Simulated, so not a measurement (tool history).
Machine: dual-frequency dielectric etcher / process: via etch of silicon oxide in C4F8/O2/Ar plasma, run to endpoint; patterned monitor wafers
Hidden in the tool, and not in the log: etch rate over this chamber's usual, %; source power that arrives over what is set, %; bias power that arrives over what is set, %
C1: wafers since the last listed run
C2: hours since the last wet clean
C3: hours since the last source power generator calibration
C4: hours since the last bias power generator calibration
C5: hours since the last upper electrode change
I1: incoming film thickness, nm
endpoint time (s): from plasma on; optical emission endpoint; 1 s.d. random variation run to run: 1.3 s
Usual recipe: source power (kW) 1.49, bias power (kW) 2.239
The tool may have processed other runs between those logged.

Run 1, hour 0: usual settings; C1 0; C2 446.4; C3 1151.6; C4 1245.8; C5 4329.9; I1 1282.2. Result: endpoint time (s) 266.7.
Run 2, hour 53.1: usual settings; C1 322; C2 499.5; C3 1204.7; C4 1298.9; C5 4383; I1 1281.5. Result: endpoint time (s) 266.3.
Run 3, hour 107.6: usual settings; C1 330; C2 554; C3 1259.2; C4 1353.4; C5 4437.5; I1 1271.3. Result: endpoint time (s) 267.7.
At hour 149.4: wet clean of the chamber.
Run 4, hour 149.9: usual settings; C1 110; C2 0.5; C3 1301.5; C4 1395.7; C5 4479.8; I1 1278.7. Result: endpoint time (s) 254.3.
Run 5, hour 185.8: usual settings; C1 217; C2 36.4; C3 1337.4; C4 1431.6; C5 4515.7; I1 1280.9. Result: endpoint time (s) 256.3.
Run 6, hour 279.9: usual settings; C1 570; C2 130.5; C3 1431.5; C4 1525.7; C5 4609.8; I1 1289.7. Result: endpoint time (s) 259.3.
Run 7, hour 579: usual settings; C1 1813; C2 429.6; C3 1730.6; C4 1824.8; C5 4908.9; I1 1288.5. Result: endpoint time (s) 267.3.
Run 8, hour 618.3: usual settings; C1 238; C2 468.9; C3 1769.9; C4 1864.1; C5 4948.2; I1 1288.5. Result: endpoint time (s) 268.
Run 9, hour 686.8: usual settings; C1 415; C2 537.4; C3 1838.4; C4 1932.6; C5 5016.7; I1 1278.2. Result: endpoint time (s) 268.6.
At hour 722.7: wet clean of the chamber.
Run 10, hour 763: usual settings; C1 316; C2 40.3; C3 1914.6; C4 2008.8; C5 5092.9; I1 1270.3. Result: endpoint time (s) 248.7.
Run 11, hour 824.4: usual settings; C1 372; C2 101.7; C3 1976; C4 2070.2; C5 5154.3; I1 1270.5. Result: endpoint time (s) 249.2.
Run 12, hour 896.2: usual settings but bias power (kW) 2.624; C1 435; C2 173.5; C3 2047.8; C4 2142; C5 5226.1; I1 1293.9. Result: endpoint time (s) 244.8.
Run 13, hour 932.9: usual settings but bias power (kW) 2.624; C1 222; C2 210.2; C3 2084.5; C4 2178.7; C5 5262.8; I1 1270.6. Result: endpoint time (s) 242.5.
Run 14, hour 987.4: usual settings; C1 330; C2 264.7; C3 2139; C4 2233.2; C5 5317.3; I1 1274. Result: endpoint time (s) 256.
At hour 1050.3: source power generator calibrated.
Run 15, hour 1090.6: usual settings but source power (kW) 1.61, bias power (kW) 2.051; C1 601; C2 367.9; C3 40.3; C4 2336.4; C5 5420.5; I1 1278.7. Result: endpoint time (s) 249.8.
Run 16, hour 1172.9: usual settings; C1 499; C2 450.2; C3 122.6; C4 2418.7; C5 5502.8; I1 1278. Result: endpoint time (s) 255.6.
Run 17, hour 1247.7: usual settings; C1 453; C2 525; C3 197.4; C4 2493.5; C5 5577.6; I1 1293.1. Result: endpoint time (s) 262.3.
At hour 1271.7: wet clean of the chamber.
Run 18, hour 1324.6: usual settings but source power (kW) 1.18, bias power (kW) 2.776; C1 320; C2 52.9; C3 274.3; C4 2570.4; C5 5654.5; I1 1285.8. Result: endpoint time (s) 273.3.
Run 19, hour 1360.8: usual settings but source power (kW) 1.19, bias power (kW) 1.939; C1 219; C2 89.1; C3 310.5; C4 2606.6; C5 5690.7; I1 1281.9. Result: endpoint time (s) 302.7.
At hour 1390.3: upper electrode replaced.
At hour 1401.4: bias power generator calibrated.
Run 20, hour 1402.3: usual settings; C1 81; C2 130.6; C3 352; C4 0.9; C5 12; I1 1281. Result: endpoint time (s) 254.8.
Run 21, hour 1503.8: usual settings; C1 615; C2 232.1; C3 453.5; C4 102.4; C5 113.5; I1 1274.1. Result: endpoint time (s) 257.2.
Run 22, hour 1556.3: usual settings but source power (kW) 1.19, bias power (kW) 2.413; C1 318; C2 284.6; C3 506; C4 154.9; C5 166; I1 1284. Result: endpoint time (s) 292.8.
Run 23, hour 1664.2: usual settings but source power (kW) 1.85, bias power (kW) 1.99; C1 654; C2 392.5; C3 613.9; C4 262.8; C5 273.9; I1 1289.2. Result: endpoint time (s) 242.1.
Run 24, hour 1742.5: usual settings but source power (kW) 1.29, bias power (kW) 1.812; C1 474; C2 470.8; C3 692.2; C4 341.1; C5 352.2; I1 1293. Result: endpoint time (s) 309.6.
Run 25, hour 1799.4: usual settings; C1 345; C2 527.7; C3 749.1; C4 398; C5 409.1; I1 1281.9. Result: endpoint time (s) 268.5.
At hour 1834.2: wet clean of the chamber.
Run 26, hour 1838.6: usual settings but source power (kW) 1.83, bias power (kW) 1.89; C1 92; C2 4.4; C3 788.3; C4 437.2; C5 448.3; I1 1288.5. Result: endpoint time (s) 235.5.
Run 27, hour 1893: usual settings; C1 329; C2 58.8; C3 842.7; C4 491.6; C5 502.7; I1 1274.3. Result: endpoint time (s) 253.5.
Run 28, hour 1957.1: usual settings but source power (kW) 1.19, bias power (kW) 2.506; C1 388; C2 122.9; C3 906.8; C4 555.7; C5 566.8; I1 1264.8. Result: endpoint time (s) 277.8.
Run 29, hour 2030.3: usual settings but source power (kW) 1.64; C1 443; C2 196.1; C3 980; C4 628.9; C5 640; I1 1282.9. Result: endpoint time (s) 247.2.
Run 30, hour 2111.6: usual settings; C1 493; C2 277.4; C3 1061.3; C4 710.2; C5 721.3; I1 1295.5. Result: endpoint time (s) 261.2.
Run 31, hour 2179.3: usual settings but source power (kW) 1.75; C1 410; C2 345.1; C3 1129; C4 777.9; C5 789; I1 1272.2. Result: endpoint time (s) 238.3.
Run 32, hour 2278.5: usual settings but source power (kW) 1.64, bias power (kW) 1.987; C1 601; C2 444.3; C3 1228.2; C4 877.1; C5 888.2; I1 1281.3. Result: endpoint time (s) 261.8.
At hour 2364.6: wet clean of the chamber.
Run 33, hour 2563.4: usual settings but bias power (kW) 1.789; C1 1582; C2 198.8; C3 1513.1; C4 1162; C5 1173.1; I1 1295.8. Result: endpoint time (s) 280.8.
Run 34, hour 2601.9: usual settings; C1 233; C2 237.3; C3 1551.6; C4 1200.5; C5 1211.6; I1 1291.5. Result: endpoint time (s) 265.6.

For each run, the measured value with the value that run would have given without the tool's hidden condition subtracted. The run-to-run variation is shared by both, the gauge scatter possibly not:
run  endpoint time (s)
  1              +17.4
  2              +18.7
  3              +20.2
  4               +5.5
  5               +6.4
  6               +8.7
  7              +16.4
  8              +17.5
  9              +19.2
 10               +3.9
 11               +5.3
 12               +6.8
 13               +7.6
 14               +9.3
 15               +5.7
 16               +8.4
 17                +11
 18               +5.4
 19               +7.3
 20               +7.3
 21              +10.4
 22              +13.4
 23                +14
 24              +20.4
 25              +19.2
 26               +3.7
 27               +5.3
 28               +7.5
 29               +8.6
 30              +11.2
 31              +11.7
 32              +15.4
 33              +11.9
 34              +12.1
